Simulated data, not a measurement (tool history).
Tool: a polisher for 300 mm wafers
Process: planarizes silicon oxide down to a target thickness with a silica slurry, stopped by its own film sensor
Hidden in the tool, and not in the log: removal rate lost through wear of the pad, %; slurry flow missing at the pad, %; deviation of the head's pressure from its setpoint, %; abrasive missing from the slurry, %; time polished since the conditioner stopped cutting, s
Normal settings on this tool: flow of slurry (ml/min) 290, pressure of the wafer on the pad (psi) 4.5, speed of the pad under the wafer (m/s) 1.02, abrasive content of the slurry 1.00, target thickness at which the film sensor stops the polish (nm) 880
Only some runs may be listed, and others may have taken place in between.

run	hour	flow of slurry (ml/min)	pressure of the wafer on the pad (psi)	speed of the pad under the wafer (m/s)	abrasive content of the slurry	target thickness at which the film sensor stops the polish (nm)	wafers since the last listed run	wafers polished on this pad	hours since the slurry nozzle was cleaned	hours since the head pressure was calibrated	hours since the slurry blender was calibrated	hours since the conditioning disc was replaced	incoming thickness of the incoming film, nm	time until the film sensor stopped the polish (s)
1	0.0	290	4.5	1.02	1.00	880	0	1366	208.8	580.7	202.2	111.6	1350.9	183.3
2	62.3	290	5.8	1.02	1.00	880	355	1722	271.1	643.0	264.5	173.9	1341.3	152.9
# hour 77.9: worn pad replaced by a new one
3	106.0	290	5.8	1.02	1.00	880	226	160	314.8	686.7	308.2	217.6	1358.7	153.3
# hour 119.0: head pressure recalibrated
# hour 124.0: slurry nozzle cleaned
4	172.8	290	5.8	1.02	1.00	880	364	524	48.8	53.8	375.0	284.4	1344.0	135.3
5	200.2	290	4.5	1.02	1.00	880	156	681	76.2	81.2	402.4	311.8	1349.9	170.7
# hour 224.6: slurry blender recalibrated
# hour 259.1: conditioning disc replaced and pad reconditioned
6	260.3	290	4.5	1.02	1.00	880	320	1001	136.3	141.3	35.7	1.2	1377.8	180.1
7	290.0	325	4.5	1.02	1.00	927	169	1171	166.0	171.0	65.4	30.9	1329.2	144.7
8	322.0	290	4.5	1.02	1.00	940	182	1353	198.0	203.0	97.4	62.9	1351.5	152.8
9	376.7	290	4.5	1.02	1.00	940	312	1666	252.7	257.7	152.1	117.6	1333.9	147.6
# hour 399.4: worn pad replaced by a new one
# hour 401.8: slurry nozzle cleaned
10	432.0	290	4.5	1.02	1.00	940	287	180	30.2	313.0	207.4	172.9	1343.2	155.2
11	499.7	290	4.5	1.02	1.00	880	386	567	97.9	380.7	275.1	240.6	1341.0	173.7
12	561.6	290	3.8	1.02	1.00	880	353	920	159.8	442.6	337.0	302.5	1326.8	190.5
13	611.4	290	3.2	0.76	1.00	880	284	1205	209.6	492.4	386.8	352.3	1357.9	282.8
# hour 617.1: conditioning disc replaced and pad reconditioned
14	650.7	290	4.5	1.02	1.00	880	213	1418	248.9	531.7	426.1	33.6	1356.1	177.0
# hour 686.6: slurry blender recalibrated
# hour 692.3: slurry nozzle cleaned
15	709.8	210	4.5	1.02	1.25	1039	320	1738	17.5	590.8	23.2	92.7	1369.7	122.7
# hour 717.9: worn pad replaced by a new one
16	761.8	240	4.5	1.02	1.00	924	274	250	69.5	642.8	75.2	144.7	1360.0	165.8
# hour 855.2: head pressure recalibrated
17	926.6	290	4.5	1.02	1.25	880	929	1180	234.3	71.4	240.0	309.5	1346.6	156.0
18	960.9	290	5.4	1.16	1.00	880	195	1376	268.6	105.7	274.3	343.8	1337.1	134.8
# hour 970.7: slurry nozzle cleaned
# hour 983.3: conditioning disc replaced and pad reconditioned
19	1008.2	290	4.5	1.02	1.00	988	252	1629	37.5	153.0	321.6	24.9	1345.6	125.7
# hour 1042.6: worn pad replaced by a new one
# hour 1064.0: slurry blender recalibrated
20	1066.7	290	4.5	1.02	1.00	880	299	126	96.0	211.5	2.7	83.4	1356.3	183.1
21	1104.8	290	4.5	1.02	1.00	726	217	343	134.1	249.6	40.8	121.5	1366.0	241.2
22	1216.2	290	4.5	1.38	1.20	880	636	980	245.5	361.0	152.2	232.9	1342.7	131.1
# hour 1255.7: slurry nozzle cleaned
23	1288.7	290	4.5	1.02	1.00	880	408	1388	33.0	433.5	224.7	305.4	1349.4	173.1
# hour 1312.3: worn pad replaced by a new one
24	1359.1	290	4.5	1.02	1.15	880	379	267	103.4	503.9	295.1	375.8	1349.0	173.8
# hour 1363.0: conditioning disc replaced and pad reconditioned
25	1430.3	290	4.5	1.02	1.00	880	395	662	174.6	575.1	366.3	67.3	1323.1	168.3

Branching from run 25: 4 alternative next runs. What would each branch give?
A	1430.8	215	4.5	1.02	1.00	880	2	665	175.1	575.6	366.8	67.8	1333.2	?
B	1430.8	290	4.5	1.02	0.75	955	2	665	175.1	575.6	366.8	67.8	1333.2	?
C	1430.8	290	4.5	1.20	1.00	880	2	665	175.1	575.6	366.8	67.8	1333.2	?
D	1430.8	290	4.5	1.02	1.00	1010	2	665	175.1	575.6	366.8	67.8	1333.2	?

run	time until the film sensor stopped the polish (s)
A	176.4
B	159.0
C	151.5
D	123.0
Had the tool no hidden state, the same runs would have come out as:
run	time until the film sensor stopped the polish (s)
A	162.0
B	146.1
C	139.1
D	113.0

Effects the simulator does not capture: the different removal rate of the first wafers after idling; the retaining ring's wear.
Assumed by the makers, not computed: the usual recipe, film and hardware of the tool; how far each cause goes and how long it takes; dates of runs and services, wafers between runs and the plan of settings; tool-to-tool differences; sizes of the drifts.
